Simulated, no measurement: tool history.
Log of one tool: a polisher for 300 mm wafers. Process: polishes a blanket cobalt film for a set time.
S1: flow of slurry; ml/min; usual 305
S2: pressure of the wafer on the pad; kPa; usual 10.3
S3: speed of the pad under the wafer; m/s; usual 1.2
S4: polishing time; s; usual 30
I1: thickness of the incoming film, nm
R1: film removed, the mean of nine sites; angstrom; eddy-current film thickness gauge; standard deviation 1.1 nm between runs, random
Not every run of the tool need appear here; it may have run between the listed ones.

run 1 day=0 | S1=305 S2=10.3 S3=1.2 S4=30 | I1=1348.5 | R1=1695
run 2 day=0.538 | S1=305 S2=10.3 S3=1.2 S4=30 | I1=1351 | R1=1676
run 3 day=0.854 | S1=305 S2=10.3 S3=1.2 S4=30 | I1=1333.2 | R1=1696
run 4 day=1.375 | S1=355 S2=10.3 S3=1.2 S4=30 | I1=1323.4 | R1=1709
run 5 day=1.812 | S1=355 S2=10.3 S3=1.2 S4=30 | I1=1331.5 | R1=1703
run 6 day=2.179 | S1=305 S2=8.3 S3=1.2 S4=30 | I1=1346.6 | R1=1351
run 7 day=2.858 | S1=305 S2=10.3 S3=1.2 S4=30 | I1=1313.1 | R1=1698
run 8 day=3.429 | S1=305 S2=10.3 S3=1.2 S4=30 | I1=1316.6 | R1=1706
run 9 day=3.938 | S1=305 S2=10.3 S3=1.2 S4=30 | I1=1317.1 | R1=1697
run 10 day=4.288 | S1=305 S2=10.3 S3=1.2 S4=30 | I1=1352.3 | R1=1711
-- day=4.525 worn pad replaced by a new one
run 11 day=4.633 | S1=255 S2=10.3 S3=1.02 S4=30 | I1=1320.2 | R1=1408
run 12 day=5.071 | S1=255 S2=10.3 S3=1.02 S4=30 | I1=1350.2 | R1=1427
run 13 day=5.546 | S1=305 S2=10.3 S3=0.98 S4=28 | I1=1335.2 | R1=1304
run 14 day=6.233 | S1=305 S2=10.3 S3=0.98 S4=28 | I1=1340.8 | R1=1308
run 15 day=6.817 | S1=305 S2=10.3 S3=0.98 S4=28 | I1=1319.7 | R1=1315
run 16 day=7.45 | S1=305 S2=10.3 S3=1.2 S4=33 | I1=1322.6 | R1=1885
run 17 day=8.121 | S1=305 S2=10.3 S3=1.2 S4=33 | I1=1331.2 | R1=1885
-- day=8.508 worn pad replaced by a new one
run 18 day=8.583 | S1=305 S2=10.3 S3=1.2 S4=30 | I1=1345.9 | R1=1725
run 19 day=8.85 | S1=305 S2=13.1 S3=1.2 S4=30 | I1=1332.8 | R1=2183
run 20 day=9.529 | S1=305 S2=10.3 S3=1.2 S4=39 | I1=1331.2 | R1=2253
run 21 day=9.804 | S1=305 S2=11.7 S3=1.54 S4=30 | I1=1338.3 | R1=2559
run 22 day=10.338 | S1=305 S2=10.3 S3=1.2 S4=30 | I1=1326.5 | R1=1732
run 23 day=10.712 | S1=400 S2=10.3 S3=1.2 S4=30 | I1=1347.3 | R1=1773
run 24 day=11.2 | S1=305 S2=10.3 S3=1.2 S4=30 | I1=1323.9 | R1=1718
run 25 day=11.662 | S1=405 S2=6.9 S3=0.8 S4=26 | I1=1334.5 | R1=692
run 26 day=12.096 | S1=305 S2=10.3 S3=0.98 S4=28 | I1=1318.5 | R1=1336
-- day=12.462 head pressure recalibrated
run 27 day=12.588 | S1=335 S2=12.4 S3=1.2 S4=30 | I1=1349.6 | R1=1855
-- day=12.775 worn pad replaced by a new one, of another model than before
run 28 day=12.975 | S1=205 S2=12.4 S3=1.2 S4=35 | I1=1319 | R1=1943
run 29 day=13.421 | S1=205 S2=10.3 S3=1.2 S4=27 | I1=1338.5 | R1=1358
-- day=14.562 slurry nozzle cleaned
run 30 day=15.525 | S1=390 S2=10.3 S3=1.2 S4=30 | I1=1328.7 | R1=1551
run 31 day=15.838 | S1=230 S2=13.8 S3=1.62 S4=30 | I1=1330.6 | R1=2160
run 32 day=16.371 | S1=305 S2=13.1 S3=1.2 S4=30 | I1=1313 | R1=1795
-- day=16.575 worn pad replaced by a new one
run 33 day=17.017 | S1=385 S2=12.4 S3=0.86 S4=27 | I1=1330.8 | R1=1332
run 34 day=17.583 | S1=305 S2=10.3 S3=1.38 S4=25 | I1=1331.5 | R1=1388
run 35 day=17.929 | S1=305 S2=10.3 S3=1.04 S4=30 | I1=1333.5 | R1=1429
run 36 day=19.65 | S1=250 S2=10.3 S3=1.2 S4=30 | I1=1317.1 | R1=1534
-- day=20.046 worn pad replaced by a new one
run 37 day=20.117 | S1=355 S2=10.3 S3=1.2 S4=30 | I1=1320.3 | R1=1555
run 38 day=20.392 | S1=305 S2=10.3 S3=1.2 S4=30 | I1=1341.8 | R1=1557

Selected run-to-run steps in R1, each split into two signed amounts: the part the tool would show with no hidden state at all (from settings, incoming material and random variation), and the remainder, which goes to the hidden state together with any gauge scatter not common to the measured and the hidden-state-free results:
The tool's hidden condition here consists of: removal rate lost through wear of the pad, %; slurry flow missing at the pad, %; deviation of the head's pressure from its setpoint, %.
Run 21 -> 22: S2 11.7 -> 10.3, S3 1.54 -> 1.2. R1 -827 angstrom: hidden state -97, all else -730.
Run 24 -> 25: S1 305 -> 405, S2 10.3 -> 6.9, S3 1.2 -> 0.8, S4 30 -> 26. R1 -1026 angstrom: hidden state -125, all else -901.
Run 25 -> 26: S1 405 -> 305, S2 6.9 -> 10.3, S3 0.8 -> 0.98, S4 26 -> 28. R1 +644 angstrom: hidden state +80, all else +564.
Run 26 -> 27: S1 305 -> 335, S2 10.3 -> 12.4, S3 0.98 -> 1.2, S4 28 -> 30, head pressure recalibrated. R1 +519 angstrom: hidden state -154, all else +673.
